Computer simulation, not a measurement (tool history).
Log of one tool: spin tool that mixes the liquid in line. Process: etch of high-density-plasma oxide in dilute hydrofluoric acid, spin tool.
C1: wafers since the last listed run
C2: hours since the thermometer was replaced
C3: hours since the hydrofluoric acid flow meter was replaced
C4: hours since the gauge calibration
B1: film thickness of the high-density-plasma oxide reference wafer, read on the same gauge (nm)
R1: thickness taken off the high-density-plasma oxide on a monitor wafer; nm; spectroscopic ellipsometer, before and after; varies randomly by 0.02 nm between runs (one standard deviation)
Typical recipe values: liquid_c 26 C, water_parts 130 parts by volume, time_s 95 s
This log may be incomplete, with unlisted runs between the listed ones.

{"run": 1, "day": 0.0, "liquid_c": 26, "water_parts": 130, "time_s": 95, "C1": 0, "C2": 102.6, "C3": 303.1, "C4": 175.9, "B1": 30, "R1": 6.67}
{"run": 2, "day": 1.408, "liquid_c": 26, "water_parts": 85, "time_s": 95, "C1": 483, "C2": 136.4, "C3": 336.9, "C4": 209.7, "B1": 29.99, "R1": 10.82}
{"run": 3, "day": 2.0, "liquid_c": 26, "water_parts": 130, "time_s": 95, "C1": 203, "C2": 150.6, "C3": 351.1, "C4": 223.9, "B1": 30, "R1": 6.68}
{"run": 4, "day": 3.296, "liquid_c": 26, "water_parts": 130, "time_s": 95, "C1": 444, "C2": 181.7, "C3": 382.2, "C4": 255, "B1": 30.01, "R1": 6.67}
{"run": 5, "day": 4.433, "liquid_c": 29.5, "water_parts": 130, "time_s": 95, "C1": 390, "C2": 209, "C3": 409.5, "C4": 282.3, "B1": 30.02, "R1": 7.65}
{"day": 5.95, "done": "gauge calibrated"}
{"run": 6, "day": 7.212, "liquid_c": 29.5, "water_parts": 130, "time_s": 95, "C1": 953, "C2": 275.7, "C3": 476.2, "C4": 30.3, "B1": 30.02, "R1": 7.67}
{"run": 7, "day": 8.592, "liquid_c": 26, "water_parts": 130, "time_s": 95, "C1": 473, "C2": 308.8, "C3": 509.3, "C4": 63.4, "B1": 29.99, "R1": 6.73}
{"run": 8, "day": 9.162, "liquid_c": 26, "water_parts": 130, "time_s": 95, "C1": 195, "C2": 322.5, "C3": 523, "C4": 77.1, "B1": 30, "R1": 6.77}
{"run": 9, "day": 9.7, "liquid_c": 26, "water_parts": 130, "time_s": 95, "C1": 184, "C2": 335.4, "C3": 535.9, "C4": 90, "B1": 30.01, "R1": 6.72}
{"run": 10, "day": 10.379, "liquid_c": 26, "water_parts": 130, "time_s": 95, "C1": 233, "C2": 351.7, "C3": 552.2, "C4": 106.3, "B1": 30, "R1": 6.73}
{"run": 11, "day": 11.15, "liquid_c": 26, "water_parts": 130, "time_s": 95, "C1": 264, "C2": 370.2, "C3": 570.7, "C4": 124.8, "B1": 30.01, "R1": 6.72}
{"day": 11.354, "done": "hydrofluoric acid flow meter replaced"}
{"run": 12, "day": 12.467, "liquid_c": 26, "water_parts": 160, "time_s": 95, "C1": 437, "C2": 401.8, "C3": 26.7, "C4": 156.4, "B1": 30.02, "R1": 5.13}
{"run": 13, "day": 13.225, "liquid_c": 24.5, "water_parts": 130, "time_s": 95, "C1": 260, "C2": 420, "C3": 44.9, "C4": 174.6, "B1": 29.99, "R1": 6.22}
{"run": 14, "day": 13.871, "liquid_c": 26, "water_parts": 105, "time_s": 95, "C1": 221, "C2": 435.5, "C3": 60.4, "C4": 190.1, "B1": 30.01, "R1": 8.41}
{"run": 15, "day": 14.617, "liquid_c": 26, "water_parts": 130, "time_s": 95, "C1": 255, "C2": 453.4, "C3": 78.3, "C4": 208, "B1": 30.01, "R1": 6.61}
{"run": 16, "day": 15.238, "liquid_c": 26, "water_parts": 130, "time_s": 95, "C1": 213, "C2": 468.3, "C3": 93.2, "C4": 222.9, "B1": 29.99, "R1": 6.56}
{"run": 17, "day": 15.954, "liquid_c": 21, "water_parts": 130, "time_s": 95, "C1": 245, "C2": 485.5, "C3": 110.4, "C4": 240.1, "B1": 30, "R1": 5.44}
{"run": 18, "day": 16.896, "liquid_c": 23, "water_parts": 130, "time_s": 95, "C1": 323, "C2": 508.1, "C3": 133, "C4": 262.7, "B1": 30.01, "R1": 5.9}
{"run": 19, "day": 18.042, "liquid_c": 22, "water_parts": 180, "time_s": 70, "C1": 393, "C2": 535.6, "C3": 160.5, "C4": 290.2, "B1": 30.02, "R1": 2.86}
{"run": 20, "day": 18.562, "liquid_c": 29, "water_parts": 65, "time_s": 70, "C1": 178, "C2": 548.1, "C3": 173, "C4": 302.7, "B1": 30.01, "R1": 12.01}
{"day": 19.3, "done": "gauge calibrated"}
{"run": 21, "day": 19.562, "liquid_c": 29.5, "water_parts": 130, "time_s": 50, "C1": 343, "C2": 572.1, "C3": 197, "C4": 6.3, "B1": 30.01, "R1": 3.97}
{"day": 20.242, "done": "thermometer replaced"}
{"run": 22, "day": 20.596, "liquid_c": 23, "water_parts": 130, "time_s": 55, "C1": 340, "C2": 8.5, "C3": 221.8, "C4": 31.1, "B1": 29.99, "R1": 3.43}
{"run": 23, "day": 22.067, "liquid_c": 26, "water_parts": 130, "time_s": 95, "C1": 504, "C2": 43.8, "C3": 257.1, "C4": 66.4, "B1": 30.01, "R1": 6.64}
{"run": 24, "day": 23.412, "liquid_c": 26, "water_parts": 80, "time_s": 95, "C1": 461, "C2": 76.1, "C3": 289.4, "C4": 98.7, "B1": 30, "R1": 11.5}
{"run": 25, "day": 24.317, "liquid_c": 23, "water_parts": 195, "time_s": 115, "C1": 310, "C2": 97.8, "C3": 311.1, "C4": 120.4, "B1": 30.01, "R1": 4.49}
{"run": 26, "day": 25.025, "liquid_c": 28, "water_parts": 95, "time_s": 115, "C1": 243, "C2": 114.8, "C3": 328.1, "C4": 137.4, "B1": 30, "R1": 12.45}
{"run": 27, "day": 26.242, "liquid_c": 26, "water_parts": 130, "time_s": 95, "C1": 417, "C2": 144, "C3": 357.3, "C4": 166.6, "B1": 30.02, "R1": 6.68}

Across each entry between runs, compare the hidden state at the last listed run before it with the hidden state at the first listed run after it:
Between runs 5 and 6: gauge calibrated (day 5.95)
  hydrofluoric acid flow above the setpoint (%): 2.22 -> 2.54
  difference, measured minus the result without the unlogged condition, R1: +0.2 -> +0.22 nm
Between runs 11 and 12: hydrofluoric acid flow meter replaced (day 11.354)
  hydrofluoric acid flow above the setpoint (%): 3 -> 0.469
  difference, measured minus the result without the unlogged condition, R1: +0.22 -> +0.03 nm
Between runs 20 and 21: gauge calibrated (day 19.3)
  hydrofluoric acid flow above the setpoint (%): 1.17 -> 1.29
  difference, measured minus the result without the unlogged condition, R1: +0.15 -> +0.06 nm
Between runs 21 and 22: thermometer replaced (day 20.242)
  hydrofluoric acid flow above the setpoint (%): 1.29 -> 1.41
  difference, measured minus the result without the unlogged condition, R1: +0.06 -> +0.06 nm
